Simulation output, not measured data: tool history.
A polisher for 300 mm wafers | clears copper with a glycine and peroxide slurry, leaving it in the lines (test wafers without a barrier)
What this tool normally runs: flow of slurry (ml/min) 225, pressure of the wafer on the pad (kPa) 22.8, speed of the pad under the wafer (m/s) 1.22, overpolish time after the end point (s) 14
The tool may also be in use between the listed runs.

run	hour	flow of slurry (ml/min)	pressure of the wafer on the pad (kPa)	speed of the pad under the wafer (m/s)	overpolish time after the end point (s)	wafers since the last listed run	wafers polished on this pad	hours since the slurry nozzle was cleaned	hours since the head pressure was calibrated	incoming thickness of the incoming film, nm	time until the end point was called (s)	dishing of a wide line in a test structure (Å)
1	0	225	22.8	1.22	14	0	764	308.5	740.6	795.8	130.9	569
# hour 16.1: worn pad replaced by a new one
2	33.1	225	22.8	1.22	14	154	90	341.6	773.7	805.8	133.1	553
3	67	225	22.8	1.22	14	179	270	375.5	807.6	796.5	134.1	557
4	81	225	22.8	1.22	14	74	344	389.5	821.6	796.9	132.3	576
5	96.2	160	22.8	1.22	14	80	425	404.7	836.8	795.6	144.3	546
6	127.5	160	22.8	1.22	14	166	591	436	868.1	811.3	147.9	521
7	155.6	160	22.8	1.22	14	149	740	464.1	896.2	802.3	146.3	553
# hour 176.4: worn pad replaced by a new one
8	183.5	225	22.8	1.22	14	126	37	492	924.1	799.4	134	576
9	205.4	225	22.8	1.22	14	116	153	513.9	946	783.9	131.6	576
10	228.2	205	27.6	1.54	18	120	274	536.7	968.8	798.7	96.4	851
11	257	225	22.8	1.06	8	152	427	565.5	997.6	806.1	153	329
12	288.8	265	22.8	1.22	11	168	596	597.3	1029.4	794.1	129.9	481
# hour 303.7: slurry nozzle cleaned
13	307.5	225	22.8	1.22	14	93	689	3.8	1048.1	806.9	128.3	582
# hour 328.7: head pressure recalibrated
14	329.2	225	22.8	1.22	14	104	794	25.5	0.5	802.1	127.9	599
# hour 338.6: worn pad replaced by a new one
15	354.2	225	17.9	1.22	7	111	82	50.5	25.5	809.5	158.2	272
16	370.9	150	22.8	1.22	17	88	171	67.2	42.2	802.5	139.2	652

Run 17 has not been measured yet. What should we expect?
17	388.2	290	22.8	1.22	14	91	262	84.5	59.5	805.1	?	?

time until the end point was called (s): 125.6
dishing of a wide line in a test structure (Å): 602
With no hidden state in the tool, this same run would have given time until the end point was called (s) 123, dishing of a wide line in a test structure (Å) 612.

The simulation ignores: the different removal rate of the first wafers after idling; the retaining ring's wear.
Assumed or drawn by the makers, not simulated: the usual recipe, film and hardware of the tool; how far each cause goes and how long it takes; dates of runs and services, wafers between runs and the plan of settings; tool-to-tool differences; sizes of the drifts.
